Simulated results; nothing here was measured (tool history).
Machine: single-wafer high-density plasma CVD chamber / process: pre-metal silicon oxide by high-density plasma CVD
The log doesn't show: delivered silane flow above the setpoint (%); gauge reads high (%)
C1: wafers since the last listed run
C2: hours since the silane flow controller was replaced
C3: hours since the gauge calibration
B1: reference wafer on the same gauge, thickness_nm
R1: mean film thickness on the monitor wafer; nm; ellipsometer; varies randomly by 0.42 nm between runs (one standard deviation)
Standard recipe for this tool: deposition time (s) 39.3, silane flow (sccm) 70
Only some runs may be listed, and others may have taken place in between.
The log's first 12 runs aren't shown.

-- day=7.308 silane flow controller replaced
run 13 day=7.329 | deposition_time_(s)=33.5 silane_flow_(sccm)=61 | C1=37 C2=0.5 C3=336.9 | B1=330.033 | R1=204.676
-- day=8.250 gauge calibrated
run 14 day=8.629 | deposition_time_(s)=36.2 silane_flow_(sccm)=70 | C1=1072 C2=31.7 C3=9.1 | B1=329.975 | R1=252.944
run 15 day=9.338 | deposition_time_(s)=36.2 silane_flow_(sccm)=70 | C1=584 C2=48.7 C3=26.1 | B1=329.975 | R1=253.835
run 16 day=9.808 | deposition_time_(s)=44.1 silane_flow_(sccm)=70 | C1=388 C2=60.0 C3=37.4 | B1=330.036 | R1=308.350
run 17 day=10.392 | deposition_time_(s)=44.1 silane_flow_(sccm)=70 | C1=481 C2=74.0 C3=51.4 | B1=329.992 | R1=308.429
run 18 day=10.667 | deposition_time_(s)=46.1 silane_flow_(sccm)=65 | C1=226 C2=80.6 C3=58.0 | B1=330.061 | R1=298.795
run 19 day=11.254 | deposition_time_(s)=37.0 silane_flow_(sccm)=64 | C1=484 C2=94.7 C3=72.1 | B1=330.062 | R1=236.987
run 20 day=11.796 | deposition_time_(s)=42.9 silane_flow_(sccm)=80 | C1=446 C2=107.7 C3=85.1 | B1=329.983 | R1=342.536
run 21 day=12.238 | deposition_time_(s)=44.1 silane_flow_(sccm)=70 | C1=364 C2=118.3 C3=95.7 | B1=329.995 | R1=308.000
run 22 day=13.271 | deposition_time_(s)=42.5 silane_flow_(sccm)=70 | C1=852 C2=143.1 C3=120.5 | B1=330.088 | R1=296.508
run 23 day=13.629 | deposition_time_(s)=32.6 silane_flow_(sccm)=76 | C1=295 C2=151.7 C3=129.1 | B1=330.095 | R1=246.907
run 24 day=14.333 | deposition_time_(s)=45.2 silane_flow_(sccm)=70 | C1=580 C2=168.6 C3=146.0 | B1=329.954 | R1=314.282
run 25 day=14.996 | deposition_time_(s)=39.3 silane_flow_(sccm)=70 | C1=546 C2=184.5 C3=161.9 | B1=330.142 | R1=273.448
run 26 day=15.538 | deposition_time_(s)=39.3 silane_flow_(sccm)=64 | C1=446 C2=197.5 C3=174.9 | B1=329.978 | R1=250.409
run 27 day=16.129 | deposition_time_(s)=39.3 silane_flow_(sccm)=70 | C1=487 C2=211.7 C3=189.1 | B1=329.992 | R1=273.433
run 28 day=16.521 | deposition_time_(s)=39.3 silane_flow_(sccm)=70 | C1=322 C2=221.1 C3=198.5 | B1=330.073 | R1=273.614
run 29 day=17.033 | deposition_time_(s)=41.7 silane_flow_(sccm)=61 | C1=422 C2=233.4 C3=210.8 | B1=330.041 | R1=252.772
run 30 day=17.433 | deposition_time_(s)=36.3 silane_flow_(sccm)=84 | C1=329 C2=243.0 C3=220.4 | B1=330.175 | R1=302.418
run 31 day=18.067 | deposition_time_(s)=39.3 silane_flow_(sccm)=59 | C1=522 C2=258.2 C3=235.6 | B1=329.926 | R1=230.242
run 32 day=18.742 | deposition_time_(s)=39.3 silane_flow_(sccm)=70 | C1=556 C2=274.4 C3=251.8 | B1=330.073 | R1=272.338
run 33 day=19.388 | deposition_time_(s)=32.8 silane_flow_(sccm)=79 | C1=532 C2=289.9 C3=267.3 | B1=330.032 | R1=257.172
run 34 day=20.025 | deposition_time_(s)=36.3 silane_flow_(sccm)=76 | C1=525 C2=305.2 C3=282.6 | B1=330.013 | R1=273.961
run 35 day=20.708 | deposition_time_(s)=32.9 silane_flow_(sccm)=77 | C1=563 C2=321.6 C3=299.0 | B1=329.981 | R1=250.818

Predict each of these 4 candidate next runs independently; none follows another, all start after run 35:
run A day=20.725 | deposition_time_(s)=39.3 silane_flow_(sccm)=63 | C1=13 C2=322.0 C3=299.4 | B1=? | R1=?
run B day=20.725 | deposition_time_(s)=39.3 silane_flow_(sccm)=60 | C1=13 C2=322.0 C3=299.4 | B1=? | R1=?
run C day=20.725 | deposition_time_(s)=44.2 silane_flow_(sccm)=60 | C1=13 C2=322.0 C3=299.4 | B1=? | R1=?
run D day=20.725 | deposition_time_(s)=42.1 silane_flow_(sccm)=70 | C1=13 C2=322.0 C3=299.4 | B1=? | R1=?

run=A B1=329.929 R1=245.175
run=B B1=329.929 R1=233.500
run=C B1=329.929 R1=262.613
run=D B1=329.929 R1=291.825
Stripped of hidden state, with their random variation kept, the same runs would have yielded:
run=A R1=249.322
run=B R1=237.449
run=C R1=267.055
run=D R1=296.761

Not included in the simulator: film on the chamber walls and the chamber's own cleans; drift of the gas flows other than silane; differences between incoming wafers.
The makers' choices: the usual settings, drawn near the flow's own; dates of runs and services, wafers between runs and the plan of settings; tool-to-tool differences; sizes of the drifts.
